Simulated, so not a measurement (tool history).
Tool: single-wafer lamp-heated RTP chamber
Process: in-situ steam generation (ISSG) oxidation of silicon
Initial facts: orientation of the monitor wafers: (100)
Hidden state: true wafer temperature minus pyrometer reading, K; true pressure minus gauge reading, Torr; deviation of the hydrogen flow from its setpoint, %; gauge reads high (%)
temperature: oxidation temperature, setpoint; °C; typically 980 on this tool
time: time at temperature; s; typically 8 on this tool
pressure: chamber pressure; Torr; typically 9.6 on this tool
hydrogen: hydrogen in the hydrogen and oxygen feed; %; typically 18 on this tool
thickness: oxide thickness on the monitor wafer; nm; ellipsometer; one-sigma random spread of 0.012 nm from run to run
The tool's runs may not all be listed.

run   hour  temperature  time  pressure  hydrogen  wafers since the last listed run  wafers since the last pyrometer calibration  hours since the pressure gauge was zeroed  hours since the hydrogen flow controller was replaced  hours since the gauge calibration  read-back reference wafer on the same gauge, thickness  thickness
  1    0.0          980     8       9.6        13                                 0                                         2257                                     2618.8                                                 3643.6                              309.6                                                   3.542      3.102
  2   64.9          980     8       9.6        13                               662                                         2920                                     2683.7                                                 3708.5                              374.5                                                   3.536      3.114
     113.6  -- pyrometer window cleaned and pyrometer calibrated
  3  234.7          980     6       9.6        18                              1652                                         1236                                     2853.5                                                 3878.3                              544.3                                                   3.539      2.972
  4  298.7          980     6       9.6        18                               653                                         1890                                     2917.5                                                 3942.3                              608.3                                                   3.543      2.969
  5  329.3          980     8       9.6        18                               312                                         2202                                     2948.1                                                 3972.9                              638.9                                                   3.538      3.353
  6  386.9          980     8       9.6        18                               588                                         2791                                     3005.7                                                 4030.5                              696.5                                                   3.541      3.353
     440.3  -- pressure gauge zeroed
  7  440.8          980    10       9.6        18                               468                                         3259                                        0.5                                                 4084.4                              750.4                                                   3.542      3.663
     460.6  -- pyrometer window cleaned and pyrometer calibrated
  8  491.1          980    10       9.6        18                               432                                          311                                       50.8                                                 4134.7                              800.7                                                   3.537      3.731
     499.6  -- gauge calibrated
  9  533.7          980     8       9.6        18                               435                                          746                                       93.4                                                 4177.3                               34.1                                                   3.539      3.402
 10  559.0          992     8       8.2        23                               258                                         1005                                      118.7                                                 4202.6                               59.4                                                   3.542      3.830
 11  601.8          972     8       8.5        18                               437                                         1442                                      161.5                                                 4245.4                              102.2                                                   3.538      3.383
 12  667.2          980     8       9.6        18                               667                                         2110                                      226.9                                                 4310.8                              167.6                                                   3.540      3.425
     696.4  -- pyrometer window cleaned and pyrometer calibrated, repeated, since the last time left the tool worse
     727.6  -- hydrogen flow controller replaced
 13  732.4          980     5       9.6        18                               502                                          285                                      292.1                                                    4.8                              232.8                                                   3.543      2.762
 14  781.4          992     8       8.2        23                               500                                          786                                      341.1                                                   53.8                              281.8                                                   3.538      3.720
 15  824.8          995     7       8.3        14                               443                                         1229                                      384.5                                                   97.2                              325.2                                                   3.541      3.122
 16  871.7          962    10       9.6        21                               478                                         1708                                      431.4                                                  144.1                              372.1                                                   3.538      3.606
 17  927.4          969     8       9.6        23                               568                                         2277                                      487.1                                                  199.8                              427.8                                                   3.538      3.465
 18  966.9          961    10       9.6        28                               403                                         2680                                      526.6                                                  239.3                              467.3                                                   3.541      3.890

3 options for the next run, each taken on its own from the tool as it stands now. Forecast them:
  A  967.3          980     8       9.6        18                                 4                                         2684                                      527.0                                                  239.7                              467.7                                                       ?          ?
  B  967.3          992     8       9.6        23                                 4                                         2684                                      527.0                                                  239.7                              467.7                                                       ?          ?
  C  967.3          986    10       8.6        11                                 4                                         2684                                      527.0                                                  239.7                              467.7                                                       ?          ?

run  read-back reference wafer on the same gauge, thickness  thickness
  A                                                   3.540      3.365
  B                                                   3.540      3.692
  C                                                   3.540      3.377
With the hidden condition removed and each run's random variation left untouched, the same runs would have given:
run  thickness
  A      3.327
  B      3.647
  C      3.334

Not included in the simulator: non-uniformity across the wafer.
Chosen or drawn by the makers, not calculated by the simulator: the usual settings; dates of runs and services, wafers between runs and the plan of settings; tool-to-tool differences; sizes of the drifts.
